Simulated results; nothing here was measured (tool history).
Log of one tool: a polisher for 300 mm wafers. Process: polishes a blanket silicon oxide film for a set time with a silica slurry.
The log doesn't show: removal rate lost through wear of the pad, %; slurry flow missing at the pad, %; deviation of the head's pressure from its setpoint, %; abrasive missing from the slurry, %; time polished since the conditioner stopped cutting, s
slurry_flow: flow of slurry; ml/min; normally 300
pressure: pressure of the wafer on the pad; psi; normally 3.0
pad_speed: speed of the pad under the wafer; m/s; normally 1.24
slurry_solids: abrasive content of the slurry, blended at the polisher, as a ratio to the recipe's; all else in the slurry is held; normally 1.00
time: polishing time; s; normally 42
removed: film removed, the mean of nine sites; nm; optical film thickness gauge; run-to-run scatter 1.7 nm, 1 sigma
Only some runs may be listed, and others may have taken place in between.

run     day  slurry_flow  pressure  pad_speed  slurry_solids  time  wafers since the last listed run  wafers polished on this pad  hours since the slurry nozzle was cleaned  hours since the head pressure was calibrated  hours since the slurry blender was calibrated  hours since the conditioning disc was replaced  incoming thickness of the incoming film, nm  removed
  1   0.000          300       3.0       1.24           1.00    42                                 0                          436                                      267.9                                         855.0                                          125.2                                           243.8                                        718.1    119.8
  2   2.271          300       3.0       1.24           1.00    42                               554                          990                                      322.4                                         909.5                                          179.7                                           298.3                                        738.1    118.9
  3   4.817          300       3.0       1.24           1.10    42                               621                         1611                                      383.5                                         970.6                                          240.8                                           359.4                                        735.7    125.9
      6.158  -- worn pad replaced by a new one
  4   7.258          300       3.0       1.24           1.10    42                               555                          268                                      442.1                                        1029.2                                          299.4                                           418.0                                        733.9    126.1
      8.958  -- conditioning disc replaced and pad reconditioned
  5   9.421          300       3.5       1.34           1.00    42                               507                          775                                      494.0                                        1081.1                                          351.3                                            11.1                                        727.3    146.6
     11.996  -- slurry nozzle cleaned
  6  12.017          300       3.5       1.34           1.00    42                               623                         1398                                        0.5                                        1143.4                                          413.6                                            73.4                                        743.1    152.9
     14.308  -- worn pad replaced by a new one
  7  14.329          300       3.5       1.34           1.00    42                               523                            5                                       56.0                                        1198.9                                          469.1                                           128.9                                        724.1    153.5
  8  15.554          300       3.0       1.24           1.00    42                               298                          304                                       85.4                                        1228.3                                          498.5                                           158.3                                        741.4    125.4
     15.642  -- slurry blender recalibrated
  9  18.396          300       3.0       1.24           1.00    42                               673                          977                                      153.6                                        1296.5                                           66.1                                           226.5                                        729.2    119.7
 10  20.379          300       3.0       1.24           0.85    33                               484                         1461                                      201.2                                        1344.1                                          113.7                                           274.1                                        733.9     84.9
     21.675  -- worn pad replaced by a new one, of another model than before
 11  22.396          300       3.0       1.24           0.85    33                               451                          175                                      249.6                                        1392.5                                          162.1                                           322.5                                        736.3     83.4
 12  24.071          300       2.6       1.60           1.15    42                               408                          584                                      289.8                                        1432.7                                          202.3                                           362.7                                        727.2    144.6
 13  25.183          300       3.0       1.24           1.00    42                               271                          856                                      316.5                                        1459.4                                          229.0                                           389.4                                        734.0    122.7
 14  26.483          345       3.0       1.38           1.10    42                               317                         1173                                      347.7                                        1490.6                                          260.2                                           420.6                                        718.1    141.5
 15  28.004          245       3.0       1.24           1.00    42                               371                         1544                                      384.2                                        1527.1                                          296.7                                           457.1                                        717.5    117.9
 16  29.546          300       2.6       1.24           1.15    34                               376                         1920                                      421.2                                        1564.1                                          333.7                                           494.1                                        729.0     98.9
     29.638  -- head pressure recalibrated
     29.833  -- conditioning disc replaced and pad reconditioned
     30.838  -- worn pad replaced by a new one
     31.254  -- slurry nozzle cleaned
     31.658  -- slurry blender recalibrated
 17  31.862          210       3.0       1.64           1.15    42                               453                          219                                       14.6                                          53.4                                            4.9                                            48.7                                        733.2    152.9
 18  33.096          245       2.3       0.96           1.10    42                               301                          520                                       44.2                                          83.0                                           34.5                                            78.3                                        736.2     96.9
 19  34.146          300       3.0       1.24           1.00    42                               256                          777                                       69.4                                         108.2                                           59.7                                           103.5                                        732.1    123.9
 20  36.142          300       3.0       1.24           0.80    52                               487                         1264                                      117.3                                         156.1                                          107.6                                           151.4                                        732.8    122.7
 21  38.583          300       3.0       1.24           0.80    42                               595                         1860                                      175.9                                         214.7                                          166.2                                           210.0                                        734.7    100.4
     39.346  -- worn pad replaced by a new one
 22  39.996          300       3.0       0.94           1.00    42                               304                          158                                      209.8                                         248.6                                          200.1                                           243.9                                        731.8    105.0

What if the next run were any one of these 5? Each begins from the tool's condition after run 22:
  A  40.012          300       3.0       0.82           1.00    42                                 4                          162                                      210.2                                         249.0                                          200.5                                           244.3                                        736.5        ?
  B  40.012          350       3.0       1.02           1.00    50                                 4                          162                                      210.2                                         249.0                                          200.5                                           244.3                                        736.5        ?
  C  40.012          300       3.0       1.24           0.90    37                                 4                          162                                      210.2                                         249.0                                          200.5                                           244.3                                        736.5        ?
  D  40.012          335       3.9       1.64           1.00    42                                 4                          162                                      210.2                                         249.0                                          200.5                                           244.3                                        736.5        ?
  E  40.012          340       3.7       0.84           1.00    42                                 4                          162                                      210.2                                         249.0                                          200.5                                           244.3                                        736.5        ?

run  removed
  A     97.5
  B    131.5
  C     99.2
  D    169.0
  E    111.5
What these runs would have given with no unlogged condition in the tool:
run  removed
  A     97.9
  B    132.0
  C     99.6
  D    169.6
  E    111.9
